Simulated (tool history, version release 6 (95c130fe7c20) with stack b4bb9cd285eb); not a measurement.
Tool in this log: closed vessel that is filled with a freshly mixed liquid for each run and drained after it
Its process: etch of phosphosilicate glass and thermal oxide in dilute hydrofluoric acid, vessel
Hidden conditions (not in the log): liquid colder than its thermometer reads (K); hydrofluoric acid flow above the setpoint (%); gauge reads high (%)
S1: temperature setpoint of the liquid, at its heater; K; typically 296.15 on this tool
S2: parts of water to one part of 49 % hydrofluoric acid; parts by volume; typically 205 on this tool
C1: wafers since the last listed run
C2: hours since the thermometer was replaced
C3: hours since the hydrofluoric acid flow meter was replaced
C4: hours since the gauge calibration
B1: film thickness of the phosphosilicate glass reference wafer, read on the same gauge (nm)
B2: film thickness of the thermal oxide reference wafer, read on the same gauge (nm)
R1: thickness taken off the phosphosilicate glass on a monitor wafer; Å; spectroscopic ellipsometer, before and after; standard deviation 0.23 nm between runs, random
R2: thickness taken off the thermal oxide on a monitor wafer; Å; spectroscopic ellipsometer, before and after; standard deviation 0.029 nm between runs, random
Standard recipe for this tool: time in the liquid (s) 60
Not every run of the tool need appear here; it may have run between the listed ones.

Run 1, hour 0.0: usual settings; C1 0; C2 2417.1; C3 1070.0; C4 1565.7; B1 75.50; B2 132.095. Result: R1 261.1 Å, R2 10.96 Å.
Run 2, hour 45.9: usual settings; C1 4493; C2 2463.0; C3 1115.9; C4 1611.6; B1 75.27; B2 131.712. Result: R1 259.8 Å, R2 10.57 Å.
Run 3, hour 81.7: usual settings; C1 3504; C2 2498.8; C3 1151.7; C4 1647.4; B1 75.04; B2 131.342. Result: R1 253.9 Å, R2 10.53 Å.
Run 4, hour 128.9: usual settings but S1 298.65 K; C1 4620; C2 2546.0; C3 1198.9; C4 1694.6; B1 74.82; B2 130.883. Result: R1 281.7 Å, R2 11.34 Å.
Run 5, hour 157.3: usual settings; C1 2780; C2 2574.4; C3 1227.3; C4 1723.0; B1 74.69; B2 130.627. Result: R1 261.1 Å, R2 10.37 Å.
At hour 179.1: gauge calibrated.
Run 6, hour 217.8: usual settings but S2 245 parts by volume; C1 5923; C2 2634.9; C3 1287.8; C4 38.7; B1 79.37; B2 138.966. Result: R1 217.6 Å, R2 8.99 Å.
Run 7, hour 245.9: usual settings but S1 293.15 K, S2 165 parts by volume, time in the liquid (s) 30; C1 2751; C2 2663.0; C3 1315.9; C4 66.8; B1 79.36; B2 138.916. Result: R1 159.8 Å, R2 6.28 Å.
Run 8, hour 284.9: usual settings but S1 291.65 K, S2 120 parts by volume; C1 3818; C2 2702.0; C3 1354.9; C4 105.8; B1 79.35; B2 138.873. Result: R1 430.4 Å, R2 16.41 Å.
Run 9, hour 499.7: usual settings; C1 21029; C2 2916.8; C3 1569.7; C4 320.6; B1 79.22; B2 138.548. Result: R1 271.0 Å, R2 10.75 Å.
Run 10, hour 571.5: usual settings but S1 292.65 K, S2 250 parts by volume; C1 7029; C2 2988.6; C3 1641.5; C4 392.4; B1 79.13; B2 138.467. Result: R1 185.5 Å, R2 7.44 Å.
At hour 587.1: hydrofluoric acid flow meter replaced.
Run 11, hour 635.0: usual settings but S2 265 parts by volume, time in the liquid (s) 95; C1 6118; C2 3052.1; C3 47.9; C4 455.9; B1 79.03; B2 138.321. Result: R1 311.1 Å, R2 12.44 Å.
At hour 682.3: thermometer replaced.
Run 12, hour 706.8: usual settings but time in the liquid (s) 45; C1 6931; C2 24.5; C3 119.7; C4 527.7; B1 78.87; B2 138.111. Result: R1 206.6 Å, R2 7.70 Å.
Run 13, hour 766.2: usual settings but S1 293.15 K, S2 235 parts by volume, time in the liquid (s) 80; C1 5815; C2 83.9; C3 179.1; C4 587.1; B1 78.79; B2 137.890. Result: R1 270.8 Å, R2 11.34 Å.
Run 14, hour 798.4: usual settings but S1 298.15 K, S2 175 parts by volume, time in the liquid (s) 90; C1 3152; C2 116.1; C3 211.3; C4 619.3; B1 78.74; B2 137.822. Result: R1 527.5 Å, R2 20.86 Å.
Run 15, hour 855.2: usual settings but S2 125 parts by volume; C1 5560; C2 172.9; C3 268.1; C4 676.1; B1 78.60; B2 137.558. Result: R1 486.2 Å, R2 18.75 Å.
Run 16, hour 915.5: usual settings but S1 297.65 K, S2 250 parts by volume, time in the liquid (s) 70; C1 5903; C2 233.2; C3 328.4; C4 736.4; B1 78.51; B2 137.314. Result: R1 258.9 Å, R2 10.30 Å.
Run 17, hour 961.3: usual settings; C1 4483; C2 279.0; C3 374.2; C4 782.2; B1 78.35; B2 137.124. Result: R1 269.2 Å, R2 10.23 Å.
Run 18, hour 996.8: usual settings but S2 105 parts by volume; C1 3475; C2 314.5; C3 409.7; C4 817.7; B1 78.25; B2 136.900. Result: R1 585.1 Å, R2 23.70 Å.
Run 19, hour 1036.5: usual settings but S1 294.15 K, S2 290 parts by volume, time in the liquid (s) 90; C1 3886; C2 354.2; C3 449.4; C4 857.4; B1 78.13; B2 136.708. Result: R1 243.3 Å, R2 9.70 Å.
Run 20, hour 1076.6: usual settings but S1 293.15 K, time in the liquid (s) 45; C1 3925; C2 394.3; C3 489.5; C4 897.5; B1 77.99; B2 136.530. Result: R1 179.1 Å, R2 7.40 Å.
Run 21, hour 1117.0: usual settings but S1 300.65 K; C1 3955; C2 434.7; C3 529.9; C4 937.9; B1 77.90; B2 136.378. Result: R1 311.7 Å, R2 12.60 Å.
Run 22, hour 1192.8: usual settings but S1 294.15 K, S2 285 parts by volume, time in the liquid (s) 30; C1 7420; C2 510.5; C3 605.7; C4 1013.7; B1 77.64; B2 135.880. Result: R1 82.0 Å, R2 3.39 Å.
Run 23, hour 1217.5: usual settings; C1 2418; C2 535.2; C3 630.4; C4 1038.4; B1 77.56; B2 135.765. Result: R1 263.5 Å, R2 10.42 Å.
Run 24, hour 1282.1: usual settings but S2 170 parts by volume; C1 6324; C2 599.8; C3 695.0; C4 1103.0; B1 77.36; B2 135.339. Result: R1 332.1 Å, R2 13.28 Å.

What if the next run were any one of these 5? Each begins from the tool's condition after run 24:
Run A, hour 1282.8: usual settings; C1 68; C2 600.5; C3 695.7; C4 1103.7; B1 ?; B2 ?. Result: R1 ?, R2 ?.
Run B, hour 1282.8: usual settings but S1 300.15 K, S2 270 parts by volume, time in the liquid (s) 30; C1 68; C2 600.5; C3 695.7; C4 1103.7; B1 ?; B2 ?. Result: R1 ?, R2 ?.
Run C, hour 1282.8: usual settings but S1 292.65 K, S2 125 parts by volume, time in the liquid (s) 70; C1 68; C2 600.5; C3 695.7; C4 1103.7; B1 ?; B2 ?. Result: R1 ?, R2 ?.
Run D, hour 1282.8: usual settings but S1 291.65 K; C1 68; C2 600.5; C3 695.7; C4 1103.7; B1 ?; B2 ?. Result: R1 ?, R2 ?.
Run E, hour 1282.8: usual settings but S2 265 parts by volume; C1 68; C2 600.5; C3 695.7; C4 1103.7; B1 ?; B2 ?. Result: R1 ?, R2 ?.

run     B1       B2     R1     R2
  A  77.33  135.351  266.7  10.95
  B  77.33  135.351  109.0   4.48
  C  77.33  135.351  484.4  19.89
  D  77.33  135.351  224.6   9.22
  E  77.33  135.351  194.1   7.97
Stripped of hidden state, with their random variation kept, the same runs would have yielded:
run     R1     R2
  A  275.9  11.33
  B  112.8   4.63
  C  501.1  20.57
  D  232.3   9.54
  E  200.8   8.25
